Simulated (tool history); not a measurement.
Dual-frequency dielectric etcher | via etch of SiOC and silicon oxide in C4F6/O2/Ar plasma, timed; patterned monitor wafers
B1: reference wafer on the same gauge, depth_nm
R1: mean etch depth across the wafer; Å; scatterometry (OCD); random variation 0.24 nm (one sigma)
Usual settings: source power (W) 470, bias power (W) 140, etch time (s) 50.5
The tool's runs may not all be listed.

{"run": 1, "hour": 0.0, "source power (W)": 470, "bias power (W)": 140, "etch time (s)": 44.5, "B1": 57.9, "R1": 473}
{"run": 2, "hour": 49.5, "source power (W)": 470, "bias power (W)": 140, "etch time (s)": 44.5, "B1": 57.9, "R1": 470}
{"run": 3, "hour": 64.1, "source power (W)": 470, "bias power (W)": 140, "etch time (s)": 50.5, "B1": 57.9, "R1": 535}
{"run": 4, "hour": 82.3, "source power (W)": 470, "bias power (W)": 140, "etch time (s)": 50.5, "B1": 57.9, "R1": 529}
{"run": 5, "hour": 115.0, "source power (W)": 470, "bias power (W)": 140, "etch time (s)": 50.5, "B1": 57.8, "R1": 533}
{"run": 6, "hour": 128.1, "source power (W)": 470, "bias power (W)": 140, "etch time (s)": 50.5, "B1": 57.8, "R1": 527}
{"run": 7, "hour": 151.1, "source power (W)": 470, "bias power (W)": 140, "etch time (s)": 50.5, "B1": 58.0, "R1": 526}
{"run": 8, "hour": 169.5, "source power (W)": 470, "bias power (W)": 118, "etch time (s)": 50.5, "B1": 58.0, "R1": 498}
{"run": 9, "hour": 187.1, "source power (W)": 470, "bias power (W)": 118, "etch time (s)": 50.5, "B1": 57.8, "R1": 494}
{"run": 10, "hour": 208.1, "source power (W)": 470, "bias power (W)": 118, "etch time (s)": 50.5, "B1": 57.9, "R1": 495}
{"run": 11, "hour": 231.9, "source power (W)": 470, "bias power (W)": 140, "etch time (s)": 59.0, "B1": 57.9, "R1": 617}
{"run": 12, "hour": 255.8, "source power (W)": 470, "bias power (W)": 140, "etch time (s)": 59.0, "B1": 57.9, "R1": 614}
{"run": 13, "hour": 291.0, "source power (W)": 470, "bias power (W)": 140, "etch time (s)": 50.5, "B1": 57.8, "R1": 525}
{"run": 14, "hour": 345.8, "source power (W)": 510, "bias power (W)": 140, "etch time (s)": 50.5, "B1": 57.9, "R1": 527}
{"run": 15, "hour": 347.9, "source power (W)": 500, "bias power (W)": 166, "etch time (s)": 50.5, "B1": 57.8, "R1": 558}
{"run": 16, "hour": 359.9, "source power (W)": 470, "bias power (W)": 122, "etch time (s)": 45.0, "B1": 57.8, "R1": 434}
{"run": 17, "hour": 379.3, "source power (W)": 470, "bias power (W)": 116, "etch time (s)": 59.0, "B1": 57.8, "R1": 555}
{"run": 18, "hour": 391.4, "source power (W)": 470, "bias power (W)": 140, "etch time (s)": 50.5, "B1": 57.9, "R1": 508}
{"run": 19, "hour": 425.4, "source power (W)": 510, "bias power (W)": 124, "etch time (s)": 41.5, "B1": 58.0, "R1": 444}
{"run": 20, "hour": 438.6, "source power (W)": 590, "bias power (W)": 107, "etch time (s)": 58.5, "B1": 57.9, "R1": 634}
{"run": 21, "hour": 456.7, "source power (W)": 470, "bias power (W)": 114, "etch time (s)": 65.5, "B1": 58.0, "R1": 657}
{"run": 22, "hour": 488.5, "source power (W)": 470, "bias power (W)": 140, "etch time (s)": 50.5, "B1": 57.9, "R1": 546}
{"run": 23, "hour": 506.0, "source power (W)": 400, "bias power (W)": 140, "etch time (s)": 62.5, "B1": 58.0, "R1": 626}
{"run": 24, "hour": 531.9, "source power (W)": 370, "bias power (W)": 107, "etch time (s)": 41.5, "B1": 57.8, "R1": 363}
{"run": 25, "hour": 552.2, "source power (W)": 470, "bias power (W)": 140, "etch time (s)": 38.5, "B1": 57.9, "R1": 413}

Not shown: 6 entries that the log had between the listed runs. Between which runs, and how does the tool's hidden state differ before and after?
Between runs 13 and 14: source power generator calibrated (hour 309.1); upper electrode replaced (hour 340.6); wet clean of the chamber (hour 345.3)
  etch rate over this chamber's usual, %: -3.99 -> -6.42
  measured less the result without the state, R1: -22 -> -36 Å
Between runs 18 and 19: bias power generator calibrated (hour 396.7); gauge calibrated (hour 417.4); wet clean of the chamber, repeated, since the last time left the tool worse (hour 420.2)
  etch rate over this chamber's usual, %: -6.72 -> -0.0781
  measured less the result without the state, R1: -37 -> +0 Å
